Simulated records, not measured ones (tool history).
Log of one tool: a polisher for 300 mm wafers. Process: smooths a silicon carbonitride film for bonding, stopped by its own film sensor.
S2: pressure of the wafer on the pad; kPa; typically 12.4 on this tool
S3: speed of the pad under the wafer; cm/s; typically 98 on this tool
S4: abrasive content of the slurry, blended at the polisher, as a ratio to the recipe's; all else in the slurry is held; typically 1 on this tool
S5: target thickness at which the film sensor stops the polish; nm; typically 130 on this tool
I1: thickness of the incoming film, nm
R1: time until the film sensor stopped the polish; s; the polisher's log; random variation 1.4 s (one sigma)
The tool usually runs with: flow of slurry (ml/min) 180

run 1 hour=0 | flow_of_slurry_(ml/min)=180 S2=13.8 S3=98 S4=1 S5=130 | I1=160.5 | R1=142.5
run 2 hour=16.3 | flow_of_slurry_(ml/min)=180 S2=12.4 S3=98 S4=0.9 S5=130 | I1=160.1 | R1=163.5
run 3 hour=27.4 | flow_of_slurry_(ml/min)=180 S2=12.4 S3=98 S4=1 S5=132 | I1=158 | R1=137.1
run 4 hour=45.2 | flow_of_slurry_(ml/min)=180 S2=12.4 S3=98 S4=1 S5=130 | I1=159.8 | R1=155.8
run 5 hour=62.7 | flow_of_slurry_(ml/min)=180 S2=12.4 S3=98 S4=0.85 S5=130 | I1=160.3 | R1=177.1
run 6 hour=73.5 | flow_of_slurry_(ml/min)=180 S2=12.4 S3=98 S4=0.85 S5=130 | I1=158.1 | R1=161.5
run 7 hour=87.4 | flow_of_slurry_(ml/min)=180 S2=9.7 S3=98 S4=1 S5=130 | I1=160.5 | R1=211.2
-- hour=98.3 slurry blender recalibrated
run 8 hour=104.5 | flow_of_slurry_(ml/min)=180 S2=12.4 S3=98 S4=1 S5=130 | I1=163.1 | R1=166.2
run 9 hour=121.2 | flow_of_slurry_(ml/min)=180 S2=10.3 S3=98 S4=1.3 S5=121 | I1=161.3 | R1=219.5
run 10 hour=130.3 | flow_of_slurry_(ml/min)=180 S2=12.4 S3=120 S4=1 S5=137 | I1=158.2 | R1=92.5
-- hour=134.5 slurry nozzle cleaned
run 11 hour=148.3 | flow_of_slurry_(ml/min)=180 S2=12.4 S3=98 S4=1 S5=126 | I1=158.3 | R1=166.2
run 12 hour=158.5 | flow_of_slurry_(ml/min)=180 S2=12.4 S3=110 S4=1.15 S5=130 | I1=159.2 | R1=129.6
run 13 hour=172.4 | flow_of_slurry_(ml/min)=180 S2=12.4 S3=98 S4=1 S5=124 | I1=156.8 | R1=171.9
-- hour=181.2 worn pad replaced by a new one
run 14 hour=211.7 | flow_of_slurry_(ml/min)=180 S2=12.4 S3=98 S4=1 S5=130 | I1=159.6 | R1=160.1
run 15 hour=221.5 | flow_of_slurry_(ml/min)=180 S2=12.4 S3=98 S4=1 S5=130 | I1=161.8 | R1=168.7
run 16 hour=228.1 | flow_of_slurry_(ml/min)=180 S2=13.8 S3=98 S4=1 S5=130 | I1=157.9 | R1=134.8
-- hour=235.1 slurry blender recalibrated
run 17 hour=249.3 | flow_of_slurry_(ml/min)=180 S2=12.4 S3=98 S4=1 S5=130 | I1=158.3 | R1=139.7
run 18 hour=262.8 | flow_of_slurry_(ml/min)=180 S2=11 S3=98 S4=1 S5=130 | I1=161.3 | R1=179.6
run 19 hour=273.3 | flow_of_slurry_(ml/min)=180 S2=12.4 S3=98 S4=1.1 S5=130 | I1=161.8 | R1=156.7
run 20 hour=279.4 | flow_of_slurry_(ml/min)=195 S2=12.4 S3=98 S4=0.85 S5=135 | I1=161.9 | R1=149
run 21 hour=311.9 | flow_of_slurry_(ml/min)=180 S2=14.5 S3=98 S4=1 S5=130 | I1=157.6 | R1=124.9
run 22 hour=318.1 | flow_of_slurry_(ml/min)=130 S2=10.3 S3=68 S4=1 S5=130 | I1=160.4 | R1=263.5
run 23 hour=326.3 | flow_of_slurry_(ml/min)=245 S2=12.4 S3=98 S4=1 S5=140 | I1=160.1 | R1=101.6
run 24 hour=343.7 | flow_of_slurry_(ml/min)=180 S2=12.4 S3=98 S4=1 S5=130 | I1=163.1 | R1=176.4
run 25 hour=357.8 | flow_of_slurry_(ml/min)=240 S2=12.4 S3=84 S4=1.25 S5=136 | I1=158.1 | R1=115.5
run 26 hour=365.2 | flow_of_slurry_(ml/min)=125 S2=12.4 S3=98 S4=0.8 S5=130 | I1=158.8 | R1=184.1
-- hour=375.7 slurry blender recalibrated
run 27 hour=376.2 | flow_of_slurry_(ml/min)=180 S2=12.4 S3=112 S4=1 S5=124 | I1=160.8 | R1=169.9
run 28 hour=382.3 | flow_of_slurry_(ml/min)=130 S2=12.4 S3=98 S4=1 S5=130 | I1=160.7 | R1=163.4
run 29 hour=393.2 | flow_of_slurry_(ml/min)=180 S2=12.4 S3=98 S4=1 S5=130 | I1=161.7 | R1=162.1
run 30 hour=403.2 | flow_of_slurry_(ml/min)=180 S2=12.4 S3=126 S4=1 S5=130 | I1=159.6 | R1=123.9

Forecast each of these 4 alternatives for the next run:
run A hour=403.7 | flow_of_slurry_(ml/min)=180 S2=12.4 S3=98 S4=1 S5=130 | I1=160.4 | R1=?
run B hour=403.7 | flow_of_slurry_(ml/min)=180 S2=12.4 S3=68 S4=1 S5=127 | I1=160.4 | R1=?
run C hour=403.7 | flow_of_slurry_(ml/min)=180 S2=12.4 S3=70 S4=1 S5=130 | I1=160.4 | R1=?
run D hour=403.7 | flow_of_slurry_(ml/min)=240 S2=12.4 S3=98 S4=1 S5=130 | I1=160.4 | R1=?

run=A R1=157.2
run=B R1=231.3
run=C R1=205.7
run=D R1=152
Stripped of hidden state, with their random variation kept, the same runs would have yielded:
run=A R1=153.5
run=B R1=226
run=C R1=201
run=D R1=148.5
